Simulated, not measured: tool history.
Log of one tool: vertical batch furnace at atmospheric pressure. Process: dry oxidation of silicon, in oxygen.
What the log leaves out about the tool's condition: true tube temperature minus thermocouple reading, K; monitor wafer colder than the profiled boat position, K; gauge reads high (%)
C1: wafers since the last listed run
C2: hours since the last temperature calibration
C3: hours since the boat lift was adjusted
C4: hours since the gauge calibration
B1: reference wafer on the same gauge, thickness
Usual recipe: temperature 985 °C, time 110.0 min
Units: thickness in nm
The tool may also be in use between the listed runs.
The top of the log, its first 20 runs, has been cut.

At hour 413.4: thermocouples replaced and temperature profile calibrated.
Run 21, hour 413.9: usual settings; C1 111; C2 0.5; C3 94.4; C4 81.1; B1 83.43. Result: thickness 91.93 nm.
Run 22, hour 420.2: usual settings but temperature 969 °C; C1 87; C2 6.8; C3 100.7; C4 87.4; B1 83.37. Result: thickness 81.72 nm.
Run 23, hour 428.7: usual settings; C1 118; C2 15.3; C3 109.2; C4 95.9; B1 83.41. Result: thickness 91.77 nm.
Run 24, hour 437.8: usual settings; C1 126; C2 24.4; C3 118.3; C4 105.0; B1 83.39. Result: thickness 91.90 nm.
Run 25, hour 449.6: usual settings; C1 164; C2 36.2; C3 130.1; C4 116.8; B1 83.43. Result: thickness 91.90 nm.
Run 26, hour 476.3: usual settings; C1 371; C2 62.9; C3 156.8; C4 143.5; B1 83.45. Result: thickness 92.03 nm.
Run 27, hour 492.6: usual settings but time 133.0 min; C1 226; C2 79.2; C3 173.1; C4 159.8; B1 83.38. Result: thickness 103.77 nm.
Run 28, hour 519.3: usual settings but temperature 974 °C, time 72.0 min; C1 371; C2 105.9; C3 199.8; C4 186.5; B1 83.38. Result: thickness 63.85 nm.
Run 29, hour 541.1: usual settings but temperature 965 °C, time 96.0 min; C1 303; C2 127.7; C3 221.6; C4 208.3; B1 83.37. Result: thickness 72.21 nm.
Run 30, hour 561.5: usual settings but temperature 977 °C, time 64.5 min; C1 283; C2 148.1; C3 242.0; C4 228.7; B1 83.41. Result: thickness 60.72 nm.
Run 31, hour 578.6: usual settings but temperature 1008 °C, time 61.5 min; C1 237; C2 165.2; C3 259.1; C4 245.8; B1 83.46. Result: thickness 74.26 nm.
Run 32, hour 591.9: usual settings; C1 185; C2 178.5; C3 272.4; C4 259.1; B1 83.33. Result: thickness 91.51 nm.
Run 33, hour 610.4: usual settings but temperature 1008 °C, time 159.5 min; C1 257; C2 197.0; C3 290.9; C4 277.6; B1 83.42. Result: thickness 136.69 nm.
Run 34, hour 630.5: usual settings; C1 279; C2 217.1; C3 311.0; C4 297.7; B1 83.45. Result: thickness 91.86 nm.
Run 35, hour 655.5: usual settings but temperature 968 °C; C1 347; C2 242.1; C3 336.0; C4 322.7; B1 83.42. Result: thickness 81.10 nm.
Run 36, hour 678.2: usual settings but time 76.0 min; C1 315; C2 264.8; C3 358.7; C4 345.4; B1 83.37. Result: thickness 72.01 nm.
Run 37, hour 694.1: usual settings but temperature 976 °C, time 161.5 min; C1 221; C2 280.7; C3 374.6; C4 361.3; B1 83.44. Result: thickness 110.62 nm.
Run 38, hour 710.1: usual settings but temperature 1005 °C, time 95.0 min; C1 222; C2 296.7; C3 390.6; C4 377.3; B1 83.41. Result: thickness 96.83 nm.

Here are 3 independent what-if runs from the current tool condition. What would each one return?
Run A, hour 716.5: usual settings; C1 89; C2 303.1; C3 397.0; C4 383.7; B1 ?. Result: thickness ?.
Run B, hour 716.5: usual settings but temperature 975 °C; C1 89; C2 303.1; C3 397.0; C4 383.7; B1 ?. Result: thickness ?.
Run C, hour 716.5: usual settings but temperature 962 °C, time 130.5 min; C1 89; C2 303.1; C3 397.0; C4 383.7; B1 ?. Result: thickness ?.

run     B1  thickness
  A  83.35      91.76
  B  83.35      85.34
  C  83.35      86.65
The same runs, with their run-to-run variation unchanged, on a tool lacking any hidden condition would have given:
run  thickness
  A      91.76
  B      85.34
  C      86.65
